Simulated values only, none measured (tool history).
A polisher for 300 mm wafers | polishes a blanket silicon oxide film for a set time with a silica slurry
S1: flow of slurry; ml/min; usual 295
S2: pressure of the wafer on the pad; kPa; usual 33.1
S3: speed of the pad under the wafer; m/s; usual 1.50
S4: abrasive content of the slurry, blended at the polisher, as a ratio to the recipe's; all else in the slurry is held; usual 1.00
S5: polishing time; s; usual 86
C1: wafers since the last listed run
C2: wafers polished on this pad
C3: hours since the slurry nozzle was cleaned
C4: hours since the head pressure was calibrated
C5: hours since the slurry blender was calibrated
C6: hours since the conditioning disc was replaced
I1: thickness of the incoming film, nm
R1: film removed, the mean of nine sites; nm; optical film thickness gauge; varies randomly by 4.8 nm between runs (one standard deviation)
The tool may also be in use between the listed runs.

run,hour,S1,S2,S3,S4,S5,C1,C2,C3,C4,C5,C6,I1,R1
1,0.0,295,33.1,1.50,1.00,86,0,493,25.1,1116.4,213.8,280.0,1666.7,361.5
2,19.8,295,33.1,1.50,1.00,86,124,617,44.9,1136.2,233.6,299.8,1694.9,347.5
3,50.4,295,33.1,1.50,1.00,86,191,808,75.5,1166.8,264.2,330.4,1685.0,345.3
4,63.0,295,33.1,1.72,1.00,86,78,887,88.1,1179.4,276.8,343.0,1679.7,381.4
5,81.3,295,33.1,1.72,1.00,86,114,1002,106.4,1197.7,295.1,361.3,1724.1,379.9
# hour 92.3: worn pad replaced by a new one
6,102.4,295,33.1,1.50,1.00,86,107,62,127.5,1218.8,316.2,382.4,1718.8,335.4
# hour 112.3: conditioning disc replaced and pad reconditioned
# hour 133.6: head pressure recalibrated
7,135.7,295,33.1,1.50,1.00,86,183,246,160.8,2.1,349.5,23.4,1657.6,333.9
8,160.5,295,33.1,1.50,1.00,86,155,401,185.6,26.9,374.3,48.2,1689.7,321.4
9,183.9,195,33.1,1.50,1.00,86,146,548,209.0,50.3,397.7,71.6,1662.1,315.1
10,207.1,295,29.6,1.14,1.00,86,145,693,232.2,73.5,420.9,94.8,1699.7,227.2
# hour 232.4: worn pad replaced by a new one, of another model than before
11,232.9,195,40.7,1.68,1.00,60,136,3,258.0,99.3,446.7,120.6,1698.5,274.8
# hour 243.8: slurry blender recalibrated
# hour 244.8: slurry nozzle cleaned
12,263.6,265,33.1,1.64,1.00,86,173,176,18.8,130.0,19.8,151.3,1669.2,404.2
13,286.8,320,26.9,1.50,1.00,86,145,322,42.0,153.2,43.0,174.5,1679.6,328.0
14,322.4,260,33.1,1.50,1.00,86,223,545,77.6,188.8,78.6,210.1,1667.2,373.3
15,352.1,295,33.1,1.50,1.00,86,186,731,107.3,218.5,108.3,239.8,1689.8,365.3
# hour 365.0: worn pad replaced by a new one
16,365.5,325,44.1,1.50,1.25,109,58,3,120.7,231.9,121.7,253.2,1700.3,662.8

Below are 3 alternative next runs, each starting from the tool's condition after run 16. Predict each:
A,365.9,295,33.1,1.50,1.00,86,2,5,121.1,232.3,122.1,253.6,1693.3,?
B,365.9,295,33.1,1.50,1.00,113,2,5,121.1,232.3,122.1,253.6,1693.3,?
C,365.9,345,33.1,1.50,1.00,62,2,5,121.1,232.3,122.1,253.6,1693.3,?

run,R1
A,372.9
B,490.0
C,270.5
Without the tool's unlogged condition, the same runs would have read:
run,R1
A,392.6
B,515.8
C,284.8
